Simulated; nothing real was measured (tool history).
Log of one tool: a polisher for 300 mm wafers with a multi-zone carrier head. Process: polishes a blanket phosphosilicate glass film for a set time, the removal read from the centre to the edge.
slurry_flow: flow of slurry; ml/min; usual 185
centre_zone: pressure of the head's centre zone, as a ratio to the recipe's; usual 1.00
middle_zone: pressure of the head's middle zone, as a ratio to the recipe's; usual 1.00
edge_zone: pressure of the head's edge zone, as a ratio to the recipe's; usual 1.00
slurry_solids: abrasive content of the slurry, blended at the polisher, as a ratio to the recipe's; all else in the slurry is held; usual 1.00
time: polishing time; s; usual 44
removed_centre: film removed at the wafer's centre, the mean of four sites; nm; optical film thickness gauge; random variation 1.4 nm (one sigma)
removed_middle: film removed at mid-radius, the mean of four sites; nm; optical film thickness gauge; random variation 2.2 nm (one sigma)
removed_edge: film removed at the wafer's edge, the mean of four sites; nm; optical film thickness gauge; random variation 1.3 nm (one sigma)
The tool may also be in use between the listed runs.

run     day  slurry_flow  centre_zone  middle_zone  edge_zone  slurry_solids  time  incoming thickness of the incoming film, nm  removed_centre  removed_middle  removed_edge
  1   0.000          185         1.00         1.00       0.92           1.00    44                                       2344.3           225.3           209.7         206.0
  2   4.175          185         1.00         1.00       0.92           1.00    44                                       2403.8           228.0           212.6         205.5
  3   5.783          185         1.00         1.00       0.92           1.00    44                                       2347.0           225.9           216.9         207.6
  4   9.379          185         0.95         1.00       1.09           0.75    44                                       2347.1           187.5           188.3         197.5
  5  12.054          185         1.05         1.00       1.00           1.00    44                                       2336.9           236.0           216.0         215.5
  6  16.162          185         1.00         1.00       1.00           1.00    44                                       2360.0           219.7           212.3         217.1
  7  19.933          160         1.10         1.00       0.93           0.90    44                                       2327.7           230.0           202.7         197.4
  8  21.529          185         1.00         1.00       1.00           1.00    57                                       2365.2           290.0           279.3         281.0
  9  23.862          185         1.00         1.00       1.00           1.25    44                                       2398.0           243.1           229.3         235.7
 10  27.425          185         1.00         1.00       1.00           1.00    44                                       2335.8           225.9           218.4         216.0
 11  30.233          240         0.94         1.03       1.00           1.00    53                                       2379.9           262.4           271.5         261.1
 12  33.808          235         1.00         1.00       1.00           1.00    44                                       2351.6           230.8           220.7         218.2
 13  37.354          185         1.00         1.00       1.00           1.00    44                                       2348.5           224.4           213.2         216.4
 14  41.046          185         1.00         1.00       1.00           1.00    44                                       2370.2           228.1           216.3         216.8
 15  44.950          185         0.91         1.05       1.00           1.00    44                                       2354.4           206.9           224.0         213.1
 16  47.212          185         1.00         1.05       1.00           1.00    44                                       2360.4           228.3           226.3         216.9
 17  51.404          205         0.93         1.00       1.00           1.25    30                                       2336.8           159.7           160.5         162.5
 18  53.917          185         0.90         1.12       0.95           0.80    44                                       2344.2           187.5           211.4         189.3
 19  56.171          185         1.00         1.00       1.00           1.00    44                                       2325.2           227.7           211.5         215.2
 20  64.750          125         1.00         1.00       0.90           1.00    44                                       2344.5           218.2           209.2         201.1
 21  67.721          185         1.00         1.00       1.00           0.85    44                                       2344.7           211.9           200.3         199.0
 22  70.421          185         1.00         1.00       1.00           1.00    44                                       2350.1           230.9           215.2         218.3

Taken out of this log: 11 entries between the listed runs. Where each belongs, and how the hidden state differs across it:
Between runs 3 and 4: carrier head's membrane replaced by a new one (day 7.129)
  deviation of the centre zone's pressure from its setpoint, %: 5.58 -> 5.69
  measured less the result without the state, removed_centre: +12.0 -> +10.2 nm
Between runs 5 and 6: centre zone pressure recalibrated (day 12.633); worn pad replaced by a new one (day 13.696)
  deviation of the centre zone's pressure from its setpoint, %: 5.76 -> 1.35
  measured less the result without the state, removed_centre: +12.9 -> +2.9 nm
Between runs 8 and 9: slurry nozzle cleaned (day 23.054); edge zone pressure recalibrated (day 23.092)
  deviation of the centre zone's pressure from its setpoint, %: 2.71 -> 3.2
  measured less the result without the state, removed_centre: +7.7 -> +7.6 nm
Between runs 10 and 11: carrier head's membrane replaced by a new one (day 30.046)
  deviation of the centre zone's pressure from its setpoint, %: 3.84 -> 4.27
  measured less the result without the state, removed_centre: +8.4 -> +10.9 nm
Between runs 12 and 13: worn pad replaced by a new one (day 35.054)
  deviation of the centre zone's pressure from its setpoint, %: 4.74 -> 5.13
  measured less the result without the state, removed_centre: +10.5 -> +11.1 nm
Between runs 15 and 16: edge zone pressure recalibrated (day 46.529)
  deviation of the centre zone's pressure from its setpoint, %: 5.76 -> 5.91
  measured less the result without the state, removed_centre: +11.4 -> +12.8 nm
Between runs 16 and 17: slurry nozzle cleaned (day 50.375)
  deviation of the centre zone's pressure from its setpoint, %: 5.91 -> 6.14
  measured less the result without the state, removed_centre: +12.8 -> +9.4 nm
Between runs 19 and 20: worn pad replaced by a new one (day 57.579); carrier head's membrane replaced by a new one (day 58.354)
  deviation of the centre zone's pressure from its setpoint, %: 6.36 -> 6.63
  measured less the result without the state, removed_centre: +13.7 -> +13.6 nm
